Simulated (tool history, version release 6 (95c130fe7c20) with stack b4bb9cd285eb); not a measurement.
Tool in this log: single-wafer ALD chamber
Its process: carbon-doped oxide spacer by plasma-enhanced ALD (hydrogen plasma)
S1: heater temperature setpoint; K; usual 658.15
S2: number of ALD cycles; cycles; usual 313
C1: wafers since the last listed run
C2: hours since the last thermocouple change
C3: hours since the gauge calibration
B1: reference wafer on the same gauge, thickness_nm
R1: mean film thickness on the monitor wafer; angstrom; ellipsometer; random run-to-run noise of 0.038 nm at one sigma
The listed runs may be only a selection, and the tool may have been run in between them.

{"run": 1, "hour": 0.0, "S1": 658.15, "S2": 313, "C1": 0, "C2": 1478.9, "C3": 214.8, "B1": 12.195, "R1": 152.1}
{"run": 2, "hour": 26.2, "S1": 658.15, "S2": 313, "C1": 33, "C2": 1505.1, "C3": 241, "B1": 12.203, "R1": 151.68}
{"run": 3, "hour": 40.3, "S1": 658.15, "S2": 313, "C1": 18, "C2": 1519.2, "C3": 255.1, "B1": 12.204, "R1": 151.9}
{"run": 4, "hour": 57.5, "S1": 658.15, "S2": 313, "C1": 22, "C2": 1536.4, "C3": 272.3, "B1": 12.192, "R1": 151.84}
{"run": 5, "hour": 74.3, "S1": 665.15, "S2": 266, "C1": 21, "C2": 1553.2, "C3": 289.1, "B1": 12.203, "R1": 128.44}
{"run": 6, "hour": 95.6, "S1": 665.15, "S2": 266, "C1": 27, "C2": 1574.5, "C3": 310.4, "B1": 12.209, "R1": 128.43}
{"run": 7, "hour": 125.7, "S1": 665.15, "S2": 266, "C1": 38, "C2": 1604.6, "C3": 340.5, "B1": 12.181, "R1": 129.14}
{"run": 8, "hour": 161.4, "S1": 658.15, "S2": 313, "C1": 45, "C2": 1640.3, "C3": 376.2, "B1": 12.189, "R1": 151.23}
{"run": 9, "hour": 191.6, "S1": 658.15, "S2": 313, "C1": 38, "C2": 1670.5, "C3": 406.4, "B1": 12.189, "R1": 151.61}
{"run": 10, "hour": 217.3, "S1": 658.15, "S2": 313, "C1": 32, "C2": 1696.2, "C3": 432.1, "B1": 12.214, "R1": 150.75}
{"run": 11, "hour": 273.2, "S1": 658.15, "S2": 313, "C1": 71, "C2": 1752.1, "C3": 488, "B1": 12.2, "R1": 151.76}
{"run": 12, "hour": 291.2, "S1": 658.15, "S2": 313, "C1": 23, "C2": 1770.1, "C3": 506, "B1": 12.214, "R1": 151.8}
{"run": 13, "hour": 356.3, "S1": 658.15, "S2": 313, "C1": 83, "C2": 1835.2, "C3": 571.1, "B1": 12.201, "R1": 151.9}
{"run": 14, "hour": 376.0, "S1": 658.15, "S2": 313, "C1": 25, "C2": 1854.9, "C3": 590.8, "B1": 12.207, "R1": 151.65}
{"run": 15, "hour": 401.9, "S1": 658.15, "S2": 313, "C1": 33, "C2": 1880.8, "C3": 616.7, "B1": 12.197, "R1": 151.5}
{"run": 16, "hour": 432.7, "S1": 654.15, "S2": 359, "C1": 39, "C2": 1911.6, "C3": 647.5, "B1": 12.214, "R1": 173.37}
{"run": 17, "hour": 463.5, "S1": 654.15, "S2": 359, "C1": 39, "C2": 1942.4, "C3": 678.3, "B1": 12.195, "R1": 174.14}
{"run": 18, "hour": 484.4, "S1": 654.15, "S2": 359, "C1": 26, "C2": 1963.3, "C3": 699.2, "B1": 12.203, "R1": 173.85}
{"run": 19, "hour": 518.4, "S1": 658.15, "S2": 313, "C1": 43, "C2": 1997.3, "C3": 733.2, "B1": 12.21, "R1": 151.18}
{"run": 20, "hour": 547.8, "S1": 648.15, "S2": 313, "C1": 37, "C2": 2026.7, "C3": 762.6, "B1": 12.204, "R1": 150.86}
{"hour": 578.9, "done": "gauge calibrated"}
{"run": 21, "hour": 583.4, "S1": 668.15, "S2": 313, "C1": 45, "C2": 2062.3, "C3": 4.5, "B1": 12.197, "R1": 151.15}
{"run": 22, "hour": 604.9, "S1": 668.15, "S2": 313, "C1": 27, "C2": 2083.8, "C3": 26, "B1": 12.222, "R1": 151.73}
{"run": 23, "hour": 629.6, "S1": 658.15, "S2": 336, "C1": 31, "C2": 2108.5, "C3": 50.7, "B1": 12.194, "R1": 162.46}
{"run": 24, "hour": 653.6, "S1": 647.15, "S2": 313, "C1": 30, "C2": 2132.5, "C3": 74.7, "B1": 12.199, "R1": 151.17}
{"run": 25, "hour": 673.6, "S1": 645.15, "S2": 251, "C1": 25, "C2": 2152.5, "C3": 94.7, "B1": 12.203, "R1": 121.35}
{"run": 26, "hour": 700.0, "S1": 644.15, "S2": 348, "C1": 33, "C2": 2178.9, "C3": 121.1, "B1": 12.195, "R1": 168.65}
{"run": 27, "hour": 727.1, "S1": 658.15, "S2": 313, "C1": 34, "C2": 2206, "C3": 148.2, "B1": 12.216, "R1": 151.71}
{"run": 28, "hour": 762.5, "S1": 658.15, "S2": 369, "C1": 45, "C2": 2241.4, "C3": 183.6, "B1": 12.191, "R1": 178.76}
{"run": 29, "hour": 778.6, "S1": 662.15, "S2": 274, "C1": 20, "C2": 2257.5, "C3": 199.7, "B1": 12.192, "R1": 132.69}
{"run": 30, "hour": 793.9, "S1": 658.15, "S2": 313, "C1": 19, "C2": 2272.8, "C3": 215, "B1": 12.197, "R1": 151.53}
{"run": 31, "hour": 821.9, "S1": 654.15, "S2": 359, "C1": 35, "C2": 2300.8, "C3": 243, "B1": 12.202, "R1": 173.33}
{"run": 32, "hour": 841.6, "S1": 658.15, "S2": 267, "C1": 25, "C2": 2320.5, "C3": 262.7, "B1": 12.206, "R1": 128.78}
{"run": 33, "hour": 866.6, "S1": 658.15, "S2": 313, "C1": 32, "C2": 2345.5, "C3": 287.7, "B1": 12.192, "R1": 151.39}
{"run": 34, "hour": 912.0, "S1": 673.15, "S2": 274, "C1": 58, "C2": 2390.9, "C3": 333.1, "B1": 12.185, "R1": 132.78}
{"run": 35, "hour": 944.2, "S1": 646.15, "S2": 368, "C1": 41, "C2": 2423.1, "C3": 365.3, "B1": 12.194, "R1": 178.51}
{"hour": 958.7, "done": "thermocouple changed; heater temperature recalibrated"}
{"run": 36, "hour": 968.3, "S1": 658.15, "S2": 313, "C1": 20, "C2": 9.6, "C3": 389.4, "B1": 12.213, "R1": 151.44}
{"run": 37, "hour": 998.7, "S1": 645.15, "S2": 297, "C1": 38, "C2": 40, "C3": 419.8, "B1": 12.194, "R1": 143.8}
{"run": 38, "hour": 1013.9, "S1": 666.15, "S2": 296, "C1": 19, "C2": 55.2, "C3": 435, "B1": 12.202, "R1": 143.13}
{"run": 39, "hour": 1044.5, "S1": 658.15, "S2": 356, "C1": 39, "C2": 85.8, "C3": 465.6, "B1": 12.192, "R1": 172.17}
{"run": 40, "hour": 1134.2, "S1": 658.15, "S2": 313, "C1": 114, "C2": 175.5, "C3": 555.3, "B1": 12.201, "R1": 151.33}
{"run": 41, "hour": 1146.2, "S1": 658.15, "S2": 362, "C1": 15, "C2": 187.5, "C3": 567.3, "B1": 12.213, "R1": 174.41}
{"run": 42, "hour": 1176.0, "S1": 658.15, "S2": 313, "C1": 38, "C2": 217.3, "C3": 597.1, "B1": 12.192, "R1": 152.07}
{"run": 43, "hour": 1197.0, "S1": 665.15, "S2": 295, "C1": 26, "C2": 238.3, "C3": 618.1, "B1": 12.216, "R1": 142.35}
{"run": 44, "hour": 1213.0, "S1": 649.15, "S2": 265, "C1": 20, "C2": 254.3, "C3": 634.1, "B1": 12.188, "R1": 128.09}

Branching from run 44: 3 alternative next runs. What would each branch give?
{"run": "A", "hour": 1213.9, "S1": 658.15, "S2": 283, "C1": 1, "C2": 255.2, "C3": 635, "B1": "?", "R1": "?"}
{"run": "B", "hour": 1213.9, "S1": 645.15, "S2": 289, "C1": 1, "C2": 255.2, "C3": 635, "B1": "?", "R1": "?"}
{"run": "C", "hour": 1213.9, "S1": 658.15, "S2": 354, "C1": 1, "C2": 255.2, "C3": 635, "B1": "?", "R1": "?"}

run=A B1=12.196 R1=136.76
run=B B1=12.196 R1=139.65
run=C B1=12.196 R1=171.07
The same runs, with their run-to-run variation unchanged, on a tool lacking any hidden condition would have given:
run=A R1=136.76
run=B R1=139.65
run=C R1=171.07
